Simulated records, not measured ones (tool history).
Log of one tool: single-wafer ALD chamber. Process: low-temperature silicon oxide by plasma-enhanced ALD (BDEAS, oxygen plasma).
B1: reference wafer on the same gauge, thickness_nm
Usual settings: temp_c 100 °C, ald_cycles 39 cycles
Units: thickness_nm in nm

run 1 day=0.000 | temp_c=109 ald_cycles=34 | B1=5.032 | thickness_nm=5.094
run 2 day=0.338 | temp_c=109 ald_cycles=34 | B1=5.029 | thickness_nm=5.089
run 3 day=0.883 | temp_c=100 ald_cycles=39 | B1=5.028 | thickness_nm=5.962
run 4 day=1.221 | temp_c=100 ald_cycles=39 | B1=5.029 | thickness_nm=5.969
run 5 day=1.800 | temp_c=100 ald_cycles=39 | B1=5.030 | thickness_nm=5.938
run 6 day=2.158 | temp_c=100 ald_cycles=39 | B1=5.031 | thickness_nm=5.969
run 7 day=2.854 | temp_c=100 ald_cycles=39 | B1=5.028 | thickness_nm=5.955
run 8 day=3.371 | temp_c=100 ald_cycles=39 | B1=5.026 | thickness_nm=5.971
run 9 day=3.712 | temp_c=100 ald_cycles=39 | B1=5.030 | thickness_nm=5.947
run 10 day=4.454 | temp_c=100 ald_cycles=39 | B1=5.029 | thickness_nm=5.990
run 11 day=4.904 | temp_c=108 ald_cycles=39 | B1=5.033 | thickness_nm=5.867
run 12 day=5.600 | temp_c=108 ald_cycles=39 | B1=5.027 | thickness_nm=5.843
run 13 day=5.908 | temp_c=100 ald_cycles=39 | B1=5.027 | thickness_nm=5.931
run 14 day=6.579 | temp_c=100 ald_cycles=39 | B1=5.031 | thickness_nm=5.930
run 15 day=7.296 | temp_c=100 ald_cycles=39 | B1=5.031 | thickness_nm=5.964
run 16 day=7.846 | temp_c=100 ald_cycles=36 | B1=5.028 | thickness_nm=5.486
run 17 day=8.338 | temp_c=100 ald_cycles=36 | B1=5.034 | thickness_nm=5.499
run 18 day=9.046 | temp_c=100 ald_cycles=36 | B1=5.029 | thickness_nm=5.522
-- day=9.488 gauge calibrated
run 19 day=9.667 | temp_c=100 ald_cycles=39 | B1=5.030 | thickness_nm=5.937
run 20 day=9.925 | temp_c=100 ald_cycles=34 | B1=5.028 | thickness_nm=5.196
run 21 day=10.275 | temp_c=100 ald_cycles=34 | B1=5.035 | thickness_nm=5.171
run 22 day=10.892 | temp_c=104 ald_cycles=46 | B1=5.026 | thickness_nm=6.967
run 23 day=11.200 | temp_c=92 ald_cycles=36 | B1=5.032 | thickness_nm=5.676
run 24 day=11.546 | temp_c=92 ald_cycles=39 | B1=5.029 | thickness_nm=6.151
run 25 day=12.079 | temp_c=90 ald_cycles=32 | B1=5.032 | thickness_nm=5.095
run 26 day=12.629 | temp_c=100 ald_cycles=32 | B1=5.034 | thickness_nm=4.893
run 27 day=13.338 | temp_c=100 ald_cycles=43 | B1=5.030 | thickness_nm=6.557
run 28 day=13.592 | temp_c=91 ald_cycles=33 | B1=5.028 | thickness_nm=5.219
run 29 day=14.317 | temp_c=114 ald_cycles=39 | B1=5.030 | thickness_nm=5.770
run 30 day=14.838 | temp_c=100 ald_cycles=39 | B1=5.031 | thickness_nm=5.943
run 31 day=15.517 | temp_c=114 ald_cycles=39 | B1=5.032 | thickness_nm=5.783
run 32 day=16.267 | temp_c=100 ald_cycles=39 | B1=5.028 | thickness_nm=5.977
-- day=16.625 thermocouple changed; heater temperature recalibrated
run 33 day=17.000 | temp_c=100 ald_cycles=41 | B1=5.033 | thickness_nm=6.265
run 34 day=17.562 | temp_c=100 ald_cycles=44 | B1=5.023 | thickness_nm=6.710
run 35 day=18.196 | temp_c=100 ald_cycles=39 | B1=5.027 | thickness_nm=5.949
run 36 day=18.700 | temp_c=100 ald_cycles=39 | B1=5.024 | thickness_nm=5.937
run 37 day=19.304 | temp_c=110 ald_cycles=39 | B1=5.034 | thickness_nm=5.838
run 38 day=20.042 | temp_c=96 ald_cycles=42 | B1=5.032 | thickness_nm=6.493
run 39 day=20.758 | temp_c=106 ald_cycles=42 | B1=5.030 | thickness_nm=6.335
run 40 day=21.071 | temp_c=109 ald_cycles=33 | B1=5.035 | thickness_nm=4.935
run 41 day=21.596 | temp_c=106 ald_cycles=42 | B1=5.030 | thickness_nm=6.356
run 42 day=23.075 | temp_c=100 ald_cycles=39 | B1=5.028 | thickness_nm=5.929

5 ways to go on from here, each from the tool as it stands after run 42. What would each give?
run A day=23.096 | temp_c=100 ald_cycles=39 | B1=? | thickness_nm=?
run B day=23.096 | temp_c=88 ald_cycles=39 | B1=? | thickness_nm=?
run C day=23.096 | temp_c=95 ald_cycles=39 | B1=? | thickness_nm=?
run D day=23.096 | temp_c=114 ald_cycles=41 | B1=? | thickness_nm=?
run E day=23.096 | temp_c=100 ald_cycles=42 | B1=? | thickness_nm=?

run=A B1=5.031 thickness_nm=5.968
run=B B1=5.031 thickness_nm=6.256
run=C B1=5.031 thickness_nm=6.088
run=D B1=5.031 thickness_nm=6.098
run=E B1=5.031 thickness_nm=6.427
Without the tool's hidden state the same runs would have given:
run=A thickness_nm=5.968
run=B thickness_nm=6.256
run=C thickness_nm=6.088
run=D thickness_nm=6.098
run=E thickness_nm=6.427
